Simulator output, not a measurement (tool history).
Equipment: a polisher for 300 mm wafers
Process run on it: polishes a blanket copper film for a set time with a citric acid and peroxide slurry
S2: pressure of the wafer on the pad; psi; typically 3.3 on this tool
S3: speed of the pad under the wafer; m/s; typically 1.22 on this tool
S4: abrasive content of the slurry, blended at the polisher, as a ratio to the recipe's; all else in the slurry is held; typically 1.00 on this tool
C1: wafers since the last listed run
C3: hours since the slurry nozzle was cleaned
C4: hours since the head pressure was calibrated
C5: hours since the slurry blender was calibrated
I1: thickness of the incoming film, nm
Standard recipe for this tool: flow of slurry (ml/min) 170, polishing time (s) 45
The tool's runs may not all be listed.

Run 1, hour 0.0: usual settings but S3 1.38 m/s, S4 1.20; C1 0; wafers polished on this pad 4532; C3 92.7; C4 646.2; C5 97.6; I1 1049.6. Result: film removed (angstrom) 1212.
Run 2, hour 163.7: usual settings; C1 1703; wafers polished on this pad 6236; C3 256.4; C4 809.9; C5 261.3; I1 1033.7. Result: film removed (angstrom) 979.
At hour 225.3: worn pad replaced by a new one.
Run 3, hour 250.5: usual settings; C1 861; wafers polished on this pad 262; C3 343.2; C4 896.7; C5 348.1; I1 1045.5. Result: film removed (angstrom) 953.
Run 4, hour 317.2: usual settings; C1 694; wafers polished on this pad 956; C3 409.9; C4 963.4; C5 414.8; I1 1054.9. Result: film removed (angstrom) 956.
Run 5, hour 392.1: usual settings but S2 3.8 psi, S4 0.75; C1 779; wafers polished on this pad 1736; C3 484.8; C4 1038.3; C5 489.7; I1 1049.0. Result: film removed (angstrom) 940.
At hour 431.3: slurry blender recalibrated.
Run 6, hour 469.9: usual settings but S2 3.8 psi, S4 0.75; C1 788; wafers polished on this pad 2525; C3 562.6; C4 1116.1; C5 38.6; I1 1051.8. Result: film removed (angstrom) 923.
At hour 501.5: slurry nozzle cleaned, repeated, since the last time left the tool worse.
Run 7, hour 528.5: usual settings; C1 599; wafers polished on this pad 3124; C3 27.0; C4 1174.7; C5 97.2; I1 1055.2. Result: film removed (angstrom) 1092.
Run 8, hour 606.2: usual settings; C1 808; wafers polished on this pad 3933; C3 104.7; C4 1252.4; C5 174.9; I1 1054.7. Result: film removed (angstrom) 1093.
Run 9, hour 668.7: usual settings; C1 650; wafers polished on this pad 4583; C3 167.2; C4 1314.9; C5 237.4; I1 1051.1. Result: film removed (angstrom) 1095.
Run 10, hour 719.4: usual settings but flow of slurry (ml/min) 230, S2 4.3 psi, S4 1.10; C1 527; wafers polished on this pad 5111; C3 217.9; C4 1365.6; C5 288.1; I1 1054.7. Result: film removed (angstrom) 1399.
Run 11, hour 803.3: usual settings but flow of slurry (ml/min) 225, S2 3.9 psi, S4 0.80, polishing time (s) 51; C1 873; wafers polished on this pad 5984; C3 301.8; C4 1449.5; C5 372.0; I1 1066.8. Result: film removed (angstrom) 1339.
At hour 814.9: head pressure recalibrated.
Run 12, hour 888.7: usual settings; C1 867; wafers polished on this pad 6852; C3 387.2; C4 73.8; C5 457.4; I1 1033.1. Result: film removed (angstrom) 1059.
At hour 919.0: worn pad replaced by a new one.
At hour 955.1: slurry blender recalibrated.
Run 13, hour 972.8: usual settings; C1 812; wafers polished on this pad 538; C3 471.3; C4 157.9; C5 17.7; I1 1054.5. Result: film removed (angstrom) 1072.
At hour 1029.2: slurry nozzle cleaned.
Run 14, hour 1042.6: usual settings but flow of slurry (ml/min) 190; C1 716; wafers polished on this pad 1254; C3 13.4; C4 227.7; C5 87.5; I1 1052.4. Result: film removed (angstrom) 1135.
Run 15, hour 1099.7: usual settings; C1 594; wafers polished on this pad 1849; C3 70.5; C4 284.8; C5 144.6; I1 1069.4. Result: film removed (angstrom) 1091.
Run 16, hour 1175.1: usual settings but flow of slurry (ml/min) 145, S3 1.44 m/s; C1 784; wafers polished on this pad 2633; C3 145.9; C4 360.2; C5 220.0; I1 1057.5. Result: film removed (angstrom) 1263.
Run 17, hour 1279.3: usual settings but S3 1.38 m/s, S4 1.20; C1 1084; wafers polished on this pad 3718; C3 250.1; C4 464.4; C5 324.2; I1 1048.4. Result: film removed (angstrom) 1285.
Run 18, hour 1381.4: usual settings but S3 1.50 m/s, S4 1.10, polishing time (s) 50; C1 1062; wafers polished on this pad 4780; C3 352.2; C4 566.5; C5 426.3; I1 1051.0. Result: film removed (angstrom) 1501.
At hour 1436.3: worn pad replaced by a new one.
Run 19, hour 1456.5: usual settings but flow of slurry (ml/min) 140, S3 1.42 m/s; C1 739; wafers polished on this pad 210; C3 427.3; C4 641.6; C5 501.4; I1 1057.3. Result: film removed (angstrom) 1191.
Run 20, hour 1493.2: usual settings; C1 381; wafers polished on this pad 592; C3 464.0; C4 678.3; C5 538.1; I1 1043.3. Result: film removed (angstrom) 1061.
At hour 1540.7: slurry blender recalibrated.
Run 21, hour 1580.2: usual settings but flow of slurry (ml/min) 155, S3 1.38 m/s; C1 884; wafers polished on this pad 1477; C3 551.0; C4 765.3; C5 39.5; I1 1034.7. Result: film removed (angstrom) 1167.
Run 22, hour 1647.9: usual settings; C1 704; wafers polished on this pad 2181; C3 618.7; C4 833.0; C5 107.2; I1 1054.5. Result: film removed (angstrom) 1047.
At hour 1706.1: slurry nozzle cleaned.
Run 23, hour 1744.0: usual settings but S3 1.38 m/s, S4 1.10; C1 989; wafers polished on this pad 3171; C3 37.9; C4 929.1; C5 203.3; I1 1072.3. Result: film removed (angstrom) 1274.
Run 24, hour 1806.5: usual settings but S3 0.92 m/s; C1 650; wafers polished on this pad 3822; C3 100.4; C4 991.6; C5 265.8; I1 1068.8. Result: film removed (angstrom) 837.
Run 25, hour 1877.7: usual settings; C1 741; wafers polished on this pad 4563; C3 171.6; C4 1062.8; C5 337.0; I1 1070.6. Result: film removed (angstrom) 1091.
Run 26, hour 1914.6: usual settings but flow of slurry (ml/min) 220, S2 3.8 psi, S3 1.06 m/s; C1 384; wafers polished on this pad 4947; C3 208.5; C4 1099.7; C5 373.9; I1 1045.0. Result: film removed (angstrom) 1100.
Run 27, hour 1998.4: usual settings but flow of slurry (ml/min) 225, S3 1.40 m/s, S4 1.10; C1 872; wafers polished on this pad 5819; C3 292.3; C4 1183.5; C5 457.7; I1 1032.9. Result: film removed (angstrom) 1351.
At hour 2035.5: worn pad replaced by a new one.
Run 28, hour 2059.3: usual settings but flow of slurry (ml/min) 185, S3 1.38 m/s, polishing time (s) 52; C1 592; wafers polished on this pad 247; C3 353.2; C4 1244.4; C5 518.6; I1 1053.3. Result: film removed (angstrom) 1431.
At hour 2129.1: slurry blender recalibrated.
Run 29, hour 2129.6: usual settings; C1 710; wafers polished on this pad 958; C3 423.5; C4 1314.7; C5 0.5; I1 1047.8. Result: film removed (angstrom) 1076.
At hour 2213.3: head pressure recalibrated.
Run 30, hour 2234.9: usual settings; C1 1075; wafers polished on this pad 2033; C3 528.8; C4 21.6; C5 105.8; I1 1041.8. Result: film removed (angstrom) 1056.

Consider 4 possible next runs. They are alternatives, not a sequence: every one starts from the tool as it was left by run 30. What does each give?
Run A, hour 2235.3: usual settings but flow of slurry (ml/min) 130; C1 4; wafers polished on this pad 2037; C3 529.2; C4 22.0; C5 106.2; I1 1057.5. Result: film removed (angstrom) ?.
Run B, hour 2235.3: usual settings but S2 3.6 psi; C1 4; wafers polished on this pad 2037; C3 529.2; C4 22.0; C5 106.2; I1 1057.5. Result: film removed (angstrom) ?.
Run C, hour 2235.3: usual settings but flow of slurry (ml/min) 195, S2 3.7 psi, polishing time (s) 30; C1 4; wafers polished on this pad 2037; C3 529.2; C4 22.0; C5 106.2; I1 1057.5. Result: film removed (angstrom) ?.
Run D, hour 2235.3: usual settings but flow of slurry (ml/min) 210, S3 1.34 m/s; C1 4; wafers polished on this pad 2037; C3 529.2; C4 22.0; C5 106.2; I1 1057.5. Result: film removed (angstrom) ?.

run  film removed (angstrom)
  A                     1004
  B                     1135
  C                      791
  D                     1225
With the hidden condition removed and each run's random variation left untouched, the same runs would have given:
run  film removed (angstrom)
  A                     1062
  B                     1184
  C                      821
  D                     1267
